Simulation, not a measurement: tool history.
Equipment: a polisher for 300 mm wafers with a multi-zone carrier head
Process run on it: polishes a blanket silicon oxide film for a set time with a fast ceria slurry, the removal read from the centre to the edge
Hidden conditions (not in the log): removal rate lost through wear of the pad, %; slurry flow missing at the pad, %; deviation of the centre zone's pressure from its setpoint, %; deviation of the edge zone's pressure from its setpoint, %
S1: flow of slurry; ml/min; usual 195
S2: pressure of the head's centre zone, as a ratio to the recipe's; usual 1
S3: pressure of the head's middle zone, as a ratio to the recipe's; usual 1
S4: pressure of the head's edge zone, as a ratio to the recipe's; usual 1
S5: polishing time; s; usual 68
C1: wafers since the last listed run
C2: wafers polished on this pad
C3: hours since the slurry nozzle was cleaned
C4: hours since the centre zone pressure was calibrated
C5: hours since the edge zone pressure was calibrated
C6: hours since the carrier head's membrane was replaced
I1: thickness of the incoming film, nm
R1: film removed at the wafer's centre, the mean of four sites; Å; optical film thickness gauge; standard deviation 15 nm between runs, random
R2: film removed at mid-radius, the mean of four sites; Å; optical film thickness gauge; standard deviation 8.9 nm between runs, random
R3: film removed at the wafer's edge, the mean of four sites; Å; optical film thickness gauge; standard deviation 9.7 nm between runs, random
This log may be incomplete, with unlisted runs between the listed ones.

run    hour   S1    S2    S3    S4  S5   C1    C2     C3      C4     C5      C6      I1     R1     R2     R3
  1       0  195     1     1     1  68    0  3013  346.1   804.9  398.6   134.3  3527.5  11157  11230  10784
       18.8  -- worn pad replaced by a new one
  2    54.8  195     1     1     1  68  344   244  400.9   859.7  453.4   189.1  3625.8  11174  11012  10908
  3   116.6  215  1.07     1  0.97  68  419   663  462.7   921.5  515.2   250.9  3578.6  11824  11200  10897
  4   146.7  240  1.09  0.96  1.03  68  204   868  492.8   951.6  545.3     281  3632.8  11944  10969  11395
  5   200.9  195  1.08     1     1  85  367  1236    547  1005.8  599.5   335.2  3663.6  14171  13621  13507
  6   237.5  195     1     1  1.07  82  248  1484  583.6  1042.4  636.1   371.8  3593.3  12968  13031  13261
  7   271.1  140     1   0.9     1  68  228  1712  617.2    1076  669.7   405.4  3585.1   9701   8769   9960
  8   339.7  235     1  1.05     1  68  465  2178  685.8  1144.6  738.3     474  3603.4  10649  11301  10875
      359.1  -- slurry nozzle cleaned
        379  -- centre zone pressure recalibrated
  9   402.1  195  1.07     1  0.92  68  403  2581     43    23.1  800.7   536.4  3621.6  11804  11352  10778
        434  -- worn pad replaced by a new one
 10   439.5  195  0.96     1  0.93  57  226    37   80.4    60.5  838.1   573.8  3611.5   9315   9529   9065
 11   498.7  195     1     1     1  68  401   438  139.6   119.7  897.3     633  3553.7  11495  11336  10959
 12   535.1  195   1.1  0.93  1.05  49  247   686    176   156.1  933.7   669.4  3612.9   8752   7652   8145
      577.8  -- edge zone pressure recalibrated
 13   578.8  195  1.04  0.95     1  68  283   969  219.7   199.8      1   713.1  3579.8  11692  10886  11084
 14   621.9  140     1     1     1  82  292  1261  262.8   242.9   44.1   756.2  3611.2  12753  12700  12676
 15   646.9  195     1  1.04     1  90  169  1431  287.8   267.9   69.1   781.2  3531.8  15110  15439  14624
 16   683.2  195     1  1.06   0.9  83  246  1677  324.1   304.2  105.4   817.5  3571.6  13330  14401  12930
 17   721.4  240  1.09  0.96  1.03  68  259  1937  362.3   342.4  143.6   855.7  3578.8  12145  11196  11629
 18     791  145  1.11     1  1.06  90  472  2409  431.9     412  213.2   925.3  3586.6  14438  13450  14046
 19   835.6  195     1     1     1  68  302  2712  476.5   456.6  257.8   969.9    3588  11152  10912  11002
      849.5  -- worn pad replaced by a new one
 20   900.2  195  1.06     1     1  51  411   344  541.1   521.2  322.4  1034.5  3589.5   8428   8071   8102
 21   927.9  155     1     1     1  68  188   532  568.8   548.9  350.1  1062.2  3633.9  10100  10199  10244
 22   968.7  245  1.09  1.05  0.95  68  276   809  609.6   589.7  390.9    1103  3548.8  11962  11512  10696
 23  1017.8  195     1  0.88     1  68  333  1142  658.7   638.8    440  1152.1  3557.9  10639   9523  10475

Below are 3 alternative next runs, each starting from the tool's condition after run 23. Predict each:
  A  1018.2  195  1.04   1   1  68   2  1145  659.1  639.2  440.4  1152.5  3565.5   ?   ?   ?
  B  1018.2  195  1.09   1   1  68   2  1145  659.1  639.2  440.4  1152.5  3565.5   ?   ?   ?
  C  1018.2  130     1   1   1  68   2  1145  659.1  639.2  440.4  1152.5  3565.5   ?   ?   ?

run     R1     R2     R3
  A  10518  10560  10637
  B  10800  10558  10637
  C   8918   9323   9777
The same runs, with their run-to-run variation unchanged, on a tool lacking any hidden condition would have given:
run     R1     R2     R3
  A  11427  11367  11217
  B  11734  11366  11217
  C  10165  10445  10556
